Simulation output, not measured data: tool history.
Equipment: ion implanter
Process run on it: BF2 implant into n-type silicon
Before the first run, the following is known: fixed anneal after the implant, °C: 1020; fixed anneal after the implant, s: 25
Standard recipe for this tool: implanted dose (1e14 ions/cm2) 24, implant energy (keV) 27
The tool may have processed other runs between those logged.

| run | hour | implanted dose (1e14 ions/cm2) | implant energy (keV) | read-back reference wafer on the same gauge, sheet resistance | sheet resistance of the implanted and annealed layer (ohm/square) |
|---|---|---|---|---|---|
| 1 | 0 | 24 | 31 | 131.09 | 113.4 |
| 2 | 11.5 | 21.72 | 27 | 131.11 | 121.32 |
| 3 | 26.5 | 24 | 21.5 | 131.2 | 131.72 |
| 4 | 43.2 | 24 | 21.5 | 131.04 | 131.66 |
| 5 | 60.7 | 26.23 | 30 | 131.15 | 114.61 |
| 6 | 76 | 26.23 | 30 | 131.16 | 114.43 |
| 7 | 89.9 | 26.23 | 30 | 131.26 | 114.54 |
| 8 | 98.2 | 25.74 | 31.5 | 131.18 | 112.28 |
| 9 | 105.8 | 24 | 20 | 131.32 | 135.67 |
| 10 | 114.6 | 24 | 20 | 131.28 | 135.45 |
| 11 | 125.3 | 24 | 20 | 131.31 | 136.01 |
| 12 | 153.8 | 26.57 | 33 | 131.41 | 109.65 |
| 13 | 162.9 | 26.57 | 33 | 131.46 | 109.36 |
|  | 171.1 | Faraday cup replaced and dose calibrated |
| 14 | 183.5 | 26.57 | 33 | 131.54 | 110.04 |
| 15 | 197.2 | 24 | 27 | 131.63 | 120.77 |
| 16 | 211.6 | 24 | 27 | 131.65 | 121.1 |
| 17 | 227.5 | 24 | 27 | 131.73 | 120.95 |
| 18 | 235.4 | 24 | 27 | 131.85 | 120.83 |
| 19 | 243.6 | 24 | 27 | 131.91 | 120.98 |
| 20 | 259.3 | 24 | 27 | 132.03 | 121.01 |
| 21 | 271 | 26.23 | 30 | 132.06 | 115.19 |
| 22 | 278.9 | 17.41 | 30 | 132.13 | 120.07 |
| 23 | 291.9 | 21.67 | 27 | 132.3 | 122.3 |
| 24 | 299.3 | 28.08 | 27 | 132.37 | 120.2 |
|  | 309.6 | gauge calibrated |
| 25 | 310.4 | 27.81 | 18 | 130.98 | 139.65 |
| 26 | 326.1 | 18.75 | 32.5 | 131.03 | 113.73 |
| 27 | 339.2 | 22.1 | 31.5 | 131.01 | 113.03 |
| 28 | 347.5 | 29.21 | 32.5 | 130.91 | 109.34 |
|  | 365.2 | extraction supply calibrated |
| 29 | 365.7 | 21.53 | 29.5 | 130.99 | 116.8 |
| 30 | 371.9 | 24 | 21 | 130.99 | 132.79 |
| 31 | 380.6 | 24 | 27 | 131.04 | 120.21 |
| 32 | 396.2 | 27.81 | 18 | 131.06 | 139.63 |
| 33 | 409 | 30.37 | 27 | 131.12 | 118.83 |
| 34 | 426.1 | 27.11 | 27 | 131.12 | 119.43 |
| 35 | 438.1 | 24 | 27 | 131.23 | 120.28 |
| 36 | 449.2 | 24 | 27 | 131.18 | 120.65 |
| 37 | 500.5 | 17.38 | 18 | 131.43 | 144.09 |

4 options for the next run, each taken on its own from the tool as it stands now. Forecast them:
| A | 500.9 | 29.4 | 27 | ? | ? |
| B | 500.9 | 31.16 | 18 | ? | ? |
| C | 500.9 | 24 | 35 | ? | ? |
| D | 500.9 | 28.4 | 19.5 | ? | ? |

| run | read-back reference wafer on the same gauge, sheet resistance | sheet resistance of the implanted and annealed layer (ohm/square) |
|---|---|---|
| A | 131.44 | 119.16 |
| B | 131.44 | 139.28 |
| C | 131.44 | 107.55 |
| D | 131.44 | 135.87 |
What these runs would have given with no unlogged condition in the tool:
| run | sheet resistance of the implanted and annealed layer (ohm/square) |
|---|---|
| A | 118.76 |
| B | 138.81 |
| C | 107.18 |
| D | 135.4 |
